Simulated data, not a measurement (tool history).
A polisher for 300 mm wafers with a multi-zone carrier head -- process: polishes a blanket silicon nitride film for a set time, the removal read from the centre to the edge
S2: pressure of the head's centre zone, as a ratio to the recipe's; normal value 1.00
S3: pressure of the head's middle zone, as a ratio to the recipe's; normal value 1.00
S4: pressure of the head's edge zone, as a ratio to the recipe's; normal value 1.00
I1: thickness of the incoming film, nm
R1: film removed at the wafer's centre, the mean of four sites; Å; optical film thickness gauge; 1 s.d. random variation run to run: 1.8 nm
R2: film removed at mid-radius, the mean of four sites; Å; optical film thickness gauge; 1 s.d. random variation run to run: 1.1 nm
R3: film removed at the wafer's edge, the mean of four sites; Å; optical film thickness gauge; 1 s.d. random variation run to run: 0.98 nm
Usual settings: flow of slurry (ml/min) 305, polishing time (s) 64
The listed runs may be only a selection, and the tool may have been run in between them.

run 1 hour=0.0 | flow_of_slurry_(ml/min)=305 S2=1.00 S3=1.00 S4=1.00 polishing_time_(s)=64 | I1=781.6 | R1=1676 R2=1581 R3=1568
run 2 hour=14.6 | flow_of_slurry_(ml/min)=305 S2=1.00 S3=1.00 S4=1.00 polishing_time_(s)=64 | I1=784.5 | R1=1659 R2=1598 R3=1556
run 3 hour=30.1 | flow_of_slurry_(ml/min)=305 S2=1.00 S3=1.00 S4=1.00 polishing_time_(s)=64 | I1=785.2 | R1=1656 R2=1609 R3=1566
run 4 hour=49.8 | flow_of_slurry_(ml/min)=305 S2=1.00 S3=1.00 S4=1.00 polishing_time_(s)=51 | I1=781.7 | R1=1341 R2=1272 R3=1256
run 5 hour=72.0 | flow_of_slurry_(ml/min)=305 S2=1.00 S3=1.00 S4=1.00 polishing_time_(s)=51 | I1=787.3 | R1=1354 R2=1287 R3=1245
-- hour=85.8 worn pad replaced by a new one
run 6 hour=94.9 | flow_of_slurry_(ml/min)=305 S2=1.00 S3=1.00 S4=1.00 polishing_time_(s)=51 | I1=775.1 | R1=1327 R2=1265 R3=1247
run 7 hour=123.2 | flow_of_slurry_(ml/min)=240 S2=1.00 S3=1.00 S4=1.00 polishing_time_(s)=64 | I1=784.3 | R1=1635 R2=1557 R3=1548
run 8 hour=149.6 | flow_of_slurry_(ml/min)=240 S2=1.00 S3=1.00 S4=1.00 polishing_time_(s)=64 | I1=771.8 | R1=1600 R2=1545 R3=1528
-- hour=168.2 centre zone pressure recalibrated
-- hour=175.8 worn pad replaced by a new one
run 9 hour=176.3 | flow_of_slurry_(ml/min)=305 S2=1.00 S3=1.00 S4=1.00 polishing_time_(s)=64 | I1=779.0 | R1=1644 R2=1609 R3=1565
-- hour=186.7 edge zone pressure recalibrated
run 10 hour=190.1 | flow_of_slurry_(ml/min)=305 S2=1.00 S3=1.00 S4=1.05 polishing_time_(s)=64 | I1=769.3 | R1=1680 R2=1606 R3=1617
-- hour=203.1 carrier head's membrane replaced by a new one
run 11 hour=206.9 | flow_of_slurry_(ml/min)=375 S2=1.00 S3=1.08 S4=1.10 polishing_time_(s)=64 | I1=780.7 | R1=1662 R2=1723 R3=1669
-- hour=261.2 slurry nozzle cleaned
-- hour=265.1 worn pad replaced by a new one
run 12 hour=287.3 | flow_of_slurry_(ml/min)=365 S2=1.11 S3=1.00 S4=0.88 polishing_time_(s)=76 | I1=777.1 | R1=2214 R2=1915 R3=1776
run 13 hour=321.7 | flow_of_slurry_(ml/min)=305 S2=0.95 S3=0.94 S4=1.03 polishing_time_(s)=53 | I1=775.0 | R1=1283 R2=1256 R3=1327
run 14 hour=338.5 | flow_of_slurry_(ml/min)=305 S2=1.00 S3=1.00 S4=1.00 polishing_time_(s)=64 | I1=776.4 | R1=1652 R2=1596 R3=1571
run 15 hour=354.9 | flow_of_slurry_(ml/min)=305 S2=1.00 S3=1.00 S4=1.08 polishing_time_(s)=42 | I1=785.5 | R1=1093 R2=1055 R3=1062
-- hour=365.0 worn pad replaced by a new one
run 16 hour=384.0 | flow_of_slurry_(ml/min)=265 S2=0.95 S3=1.00 S4=0.88 polishing_time_(s)=56 | I1=774.2 | R1=1357 R2=1403 R3=1282
run 17 hour=411.8 | flow_of_slurry_(ml/min)=340 S2=1.00 S3=1.00 S4=1.00 polishing_time_(s)=64 | I1=767.8 | R1=1651 R2=1626 R3=1571

Give the tool's hidden conditions for every run:
removal rate lost through wear of the pad, %: 0, the same for each run
slurry flow missing at the pad, %: 0, the same for each run
deviation of the centre zone's pressure from its setpoint, %: 0, the same for each run
deviation of the edge zone's pressure from its setpoint, %: 0, the same for each run

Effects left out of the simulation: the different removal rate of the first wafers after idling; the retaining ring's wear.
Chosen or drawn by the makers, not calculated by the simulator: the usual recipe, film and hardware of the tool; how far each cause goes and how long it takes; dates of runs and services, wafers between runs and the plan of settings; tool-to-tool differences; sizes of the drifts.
